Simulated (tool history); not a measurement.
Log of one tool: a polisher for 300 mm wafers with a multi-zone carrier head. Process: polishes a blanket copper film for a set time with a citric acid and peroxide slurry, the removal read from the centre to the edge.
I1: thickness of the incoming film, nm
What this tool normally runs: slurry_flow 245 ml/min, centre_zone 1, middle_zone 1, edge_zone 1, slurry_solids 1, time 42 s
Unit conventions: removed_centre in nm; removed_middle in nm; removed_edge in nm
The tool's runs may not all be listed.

Run 1, hour 0: usual settings; I1 1117.2. Result: removed_centre 68.6 nm, removed_middle 68.1 nm, removed_edge 63.6 nm.
Run 2, hour 66.9: usual settings; I1 1112.7. Result: removed_centre 65.5 nm, removed_middle 64.9 nm, removed_edge 62.6 nm.
Run 3, hour 121.6: usual settings; I1 1143.6. Result: removed_centre 64.2 nm, removed_middle 64.9 nm, removed_edge 62.5 nm.
At hour 147.4: centre zone pressure recalibrated.
Run 4, hour 163.7: usual settings; I1 1136.1. Result: removed_centre 63.3 nm, removed_middle 64.6 nm, removed_edge 61.3 nm.
At hour 189.1: worn pad replaced by a new one.
Run 5, hour 198.7: usual settings; I1 1140.2. Result: removed_centre 72.5 nm, removed_middle 70.4 nm, removed_edge 68.7 nm.
Run 6, hour 257.8: usual settings but centre_zone 0.93, time 38 s; I1 1144. Result: removed_centre 58.4 nm, removed_middle 62.4 nm, removed_edge 59.8 nm.
Run 7, hour 304.3: usual settings but slurry_solids 0.8; I1 1139.1. Result: removed_centre 65.5 nm, removed_middle 66.4 nm, removed_edge 64.1 nm.
At hour 337.5: slurry nozzle cleaned.
Run 8, hour 374.3: usual settings but slurry_flow 215 ml/min, edge_zone 1.09; I1 1147.3. Result: removed_centre 66.2 nm, removed_middle 64.4 nm, removed_edge 67.1 nm.
Run 9, hour 435: usual settings but slurry_flow 180 ml/min, centre_zone 1.11; I1 1126.2. Result: removed_centre 69.4 nm, removed_middle 64.7 nm, removed_edge 62.4 nm.
Run 10, hour 498.7: usual settings; I1 1116.4. Result: removed_centre 62.3 nm, removed_middle 64.3 nm, removed_edge 62.3 nm.
At hour 540.2: centre zone pressure recalibrated.
Run 11, hour 553.6: usual settings but centre_zone 0.93, edge_zone 0.95; I1 1123.1. Result: removed_centre 58.2 nm, removed_middle 62.5 nm, removed_edge 59.9 nm.
At hour 570.7: edge zone pressure recalibrated.
Run 12, hour 596.2: usual settings but centre_zone 0.91; I1 1119.9. Result: removed_centre 56.6 nm, removed_middle 61.3 nm, removed_edge 60 nm.
At hour 617.8: worn pad replaced by a new one.
Run 13, hour 627.3: usual settings; I1 1151.8. Result: removed_centre 69.5 nm, removed_middle 70.2 nm, removed_edge 69.3 nm.
Run 14, hour 660.6: usual settings; I1 1130.9. Result: removed_centre 69 nm, removed_middle 69.1 nm, removed_edge 67.7 nm.
Run 15, hour 696.3: usual settings but slurry_solids 0.7; I1 1138.5. Result: removed_centre 67.4 nm, removed_middle 65.9 nm, removed_edge 63.3 nm.
Run 16, hour 757.4: usual settings; I1 1118.3. Result: removed_centre 66 nm, removed_middle 67.8 nm, removed_edge 65 nm.
Run 17, hour 800.3: usual settings; I1 1133.8. Result: removed_centre 67 nm, removed_middle 66.5 nm, removed_edge 65 nm.
At hour 802.6: slurry nozzle cleaned.
Run 18, hour 872.2: usual settings but centre_zone 1.12, middle_zone 1.07; I1 1125.3. Result: removed_centre 71.3 nm, removed_middle 69.4 nm, removed_edge 62.8 nm.

What does the tool deliver on the next run?
At hour 913.5: centre zone pressure recalibrated.
Run 19, hour 932.7: usual settings but centre_zone 1.05, middle_zone 0.95, slurry_solids 1.25; I1 1134.3. Result: removed_centre ?, removed_middle ?, removed_edge ?.

For run 19 the tool returned removed_centre 70.4 nm, removed_middle 63.5 nm, removed_edge 63.5 nm.
On a tool with no hidden condition, and with the same random variation, this run would have come out at removed_centre 78.4 nm, removed_middle 70.6 nm, removed_edge 70.7 nm.

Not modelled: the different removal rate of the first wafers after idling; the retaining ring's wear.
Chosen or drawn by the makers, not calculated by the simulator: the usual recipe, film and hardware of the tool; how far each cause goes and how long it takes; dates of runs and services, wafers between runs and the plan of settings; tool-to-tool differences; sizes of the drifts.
